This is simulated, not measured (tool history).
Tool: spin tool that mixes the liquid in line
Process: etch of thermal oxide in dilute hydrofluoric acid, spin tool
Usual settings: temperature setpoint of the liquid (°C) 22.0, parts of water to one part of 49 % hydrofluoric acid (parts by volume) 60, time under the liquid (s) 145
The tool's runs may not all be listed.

| run | hour | temperature setpoint of the liquid (°C) | parts of water to one part of 49 % hydrofluoric acid (parts by volume) | time under the liquid (s) | read-back film thickness of the thermal oxide reference wafer, read on the same gauge (nm) | thickness taken off the thermal oxide on a monitor wafer (angstrom) |
|---|---|---|---|---|---|---|
| 1 | 0.0 | 22.0 | 60 | 145 | 40.01 | 113.4 |
| 2 | 64.8 | 22.0 | 60 | 145 | 39.98 | 112.2 |
| 3 | 141.5 | 22.0 | 60 | 145 | 40.02 | 111.0 |
|  | 163.0 | gauge calibrated |
| 4 | 194.0 | 22.0 | 60 | 145 | 39.99 | 110.3 |
| 5 | 241.0 | 22.0 | 60 | 145 | 40.01 | 110.9 |
| 6 | 307.2 | 19.5 | 60 | 145 | 40.00 | 97.8 |
| 7 | 365.8 | 19.5 | 60 | 145 | 39.98 | 98.2 |
| 8 | 460.8 | 25.0 | 60 | 145 | 40.00 | 120.9 |
|  | 541.1 | hydrofluoric acid flow meter replaced |
| 9 | 543.4 | 25.0 | 60 | 145 | 40.00 | 132.9 |
| 10 | 606.8 | 25.0 | 60 | 145 | 39.99 | 131.0 |
|  | 694.5 | thermometer replaced |
| 11 | 703.7 | 22.0 | 80 | 100 | 39.99 | 58.0 |
| 12 | 764.9 | 22.0 | 80 | 100 | 40.01 | 57.5 |
| 13 | 857.7 | 22.0 | 60 | 95 | 39.97 | 73.8 |
| 14 | 954.7 | 22.0 | 60 | 145 | 40.00 | 113.0 |
| 15 | 991.2 | 22.0 | 60 | 145 | 39.99 | 113.3 |
| 16 | 1123.9 | 22.0 | 60 | 145 | 40.01 | 110.8 |
| 17 | 1177.3 | 22.0 | 60 | 145 | 40.01 | 108.5 |
| 18 | 1218.9 | 26.0 | 70 | 65 | 40.00 | 48.7 |
| 19 | 1282.6 | 26.5 | 45 | 65 | 40.00 | 80.4 |
| 20 | 1368.4 | 27.0 | 90 | 145 | 39.98 | 84.3 |
|  | 1417.7 | gauge calibrated |
|  | 1418.3 | hydrofluoric acid flow meter replaced |
| 21 | 1420.6 | 22.0 | 45 | 80 | 40.00 | 87.9 |
| 22 | 1497.8 | 22.0 | 50 | 225 | 39.99 | 221.7 |
| 23 | 1550.0 | 20.5 | 75 | 145 | 40.01 | 86.3 |
| 24 | 1616.0 | 22.0 | 60 | 145 | 40.00 | 114.9 |
| 25 | 1718.8 | 19.0 | 80 | 90 | 40.01 | 45.8 |
| 26 | 1824.2 | 22.0 | 60 | 145 | 40.00 | 112.4 |
| 27 | 1884.5 | 22.0 | 80 | 100 | 40.00 | 56.8 |
| 28 | 1984.3 | 27.0 | 30 | 200 | 40.00 | 394.3 |
| 29 | 2073.7 | 18.5 | 35 | 75 | 40.00 | 86.4 |
| 30 | 2138.1 | 22.0 | 35 | 80 | 40.01 | 106.9 |
| 31 | 2184.3 | 22.0 | 45 | 75 | 39.99 | 76.5 |
| 32 | 2258.4 | 22.0 | 60 | 145 | 39.99 | 107.7 |
| 33 | 2318.8 | 19.5 | 45 | 145 | 40.00 | 131.7 |
|  | 2327.4 | hydrofluoric acid flow meter replaced |
| 34 | 2402.2 | 22.0 | 85 | 145 | 40.02 | 79.1 |

Measured less the same run without the tool's hidden state. The same run-to-run variation is in both; the gauge's scatter may not be:
The hidden state here: liquid colder than its thermometer reads (K); hydrofluoric acid flow below the setpoint (%); gauge reads high (%).
| run | thickness taken off the thermal oxide on a monitor wafer (angstrom) |
|---|---|
| 1 | -5.4 |
| 2 | -6.1 |
| 3 | -6.9 |
| 4 | -7.5 |
| 5 | -8.1 |
| 6 | -7.8 |
| 7 | -8.5 |
| 8 | -11.7 |
| 9 | -1.1 |
| 10 | -1.8 |
| 11 | -1.3 |
| 12 | -1.7 |
| 13 | -2.8 |
| 14 | -5.5 |
| 15 | -5.8 |
| 16 | -7.3 |
| 17 | -7.7 |
| 18 | -3.7 |
| 19 | -6.6 |
| 20 | -8.1 |
| 21 | -0.4 |
| 22 | -2.5 |
| 23 | -1.4 |
| 24 | -2.6 |
| 25 | -1.5 |
| 26 | -4.9 |
| 27 | -2.9 |
| 28 | -22.9 |
| 29 | -5.8 |
| 30 | -7.9 |
| 31 | -6.0 |
| 32 | -9.6 |
| 33 | -12.3 |
| 34 | -1.5 |
